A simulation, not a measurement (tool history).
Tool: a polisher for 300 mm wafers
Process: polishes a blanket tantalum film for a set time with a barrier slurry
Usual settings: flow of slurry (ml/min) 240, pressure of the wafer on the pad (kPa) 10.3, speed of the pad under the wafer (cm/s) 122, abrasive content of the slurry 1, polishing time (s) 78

run	hour	flow of slurry (ml/min)	pressure of the wafer on the pad (kPa)	speed of the pad under the wafer (cm/s)	abrasive content of the slurry	polishing time (s)	incoming thickness of the incoming film, nm	film removed (angstrom)
1	0	240	10.3	122	1.15	78	404.8	1305
2	90.2	240	10.3	122	1	78	406.5	1215
3	115.2	240	10.3	122	1	78	415	1230
4	147.7	205	10.3	122	1	78	407.9	1159
5	179.2	205	10.3	122	1	78	413.6	1148
6	209.6	205	10.3	122	1	78	409.5	1159
7	230.7	240	10.3	122	1	78	407.9	1194
8	249.4	240	10.3	122	1	78	415.2	1174
9	262.8	240	10.3	122	1	78	416.3	1148
10	343.2	240	10.3	122	1	78	410.7	1182
11	424.4	240	10.3	122	1	78	414.3	1184
12	469.6	240	10.3	132	1	78	411.7	1284
13	495.2	240	10.3	132	1	78	411.2	1262
14	507.2	265	9	122	1.1	89	408.9	1272
15	525.2	205	13.8	152	1	53	406.8	1370
16	558.3	240	10.3	122	1	78	414.2	1228
17	590.3	240	7.6	86	1.2	78	402.4	717
18	617.3	240	10.3	122	1	78	409.5	1253
19	644.7	240	10.3	110	1	78	407.6	1104
20	675.3	240	10.3	100	1	52	404.8	663
21	726	325	13.1	88	1	87	412.7	1279
22	758.8	215	11.7	122	1	78	415.5	1356
23	772.2	190	8.3	100	1	78	411.3	791
24	792.6	240	8.3	122	1	78	402.8	980
25	824.7	285	10.3	122	1.25	78	403.6	1350
26	847.1	240	10.3	104	1	78	403.6	1049

Taken out of this log: 10 entries between the listed runs. Where each belongs, and how the hidden state differs across it:
Between runs 3 and 4: slurry blender recalibrated (hour 127.2)
  slurry flow missing at the pad, %: 30.6 -> 32.4
  measured less the result without the state, film removed (angstrom): -52 -> -60
Between runs 4 and 5: worn pad replaced by a new one (hour 163)
  slurry flow missing at the pad, %: 32.4 -> 33.9
  measured less the result without the state, film removed (angstrom): -60 -> -65
Between runs 9 and 10: worn pad replaced by a new one (hour 328.5)
  slurry flow missing at the pad, %: 37.2 -> 39.4
  measured less the result without the state, film removed (angstrom): -65 -> -72
Between runs 10 and 11: slurry blender recalibrated (hour 368.6); head pressure recalibrated (hour 417.9)
  slurry flow missing at the pad, %: 39.4 -> 41
  measured less the result without the state, film removed (angstrom): -72 -> -78
Between runs 12 and 13: worn pad replaced by a new one (hour 485)
  slurry flow missing at the pad, %: 41.7 -> 42
  measured less the result without the state, film removed (angstrom): -86 -> -85
Between runs 14 and 15: slurry nozzle cleaned (hour 524.6)
  slurry flow missing at the pad, %: 42.2 -> 0.448
  measured less the result without the state, film removed (angstrom): -80 -> +0
Between runs 18 and 19: slurry blender recalibrated (hour 626.3); worn pad replaced by a new one (hour 642.4)
  slurry flow missing at the pad, %: 13.5 -> 16.6
  measured less the result without the state, film removed (angstrom): -20 -> -21
Between runs 24 and 25: worn pad replaced by a new one (hour 823)
  slurry flow missing at the pad, %: 28.3 -> 30
  measured less the result without the state, film removed (angstrom): -38 -> -47
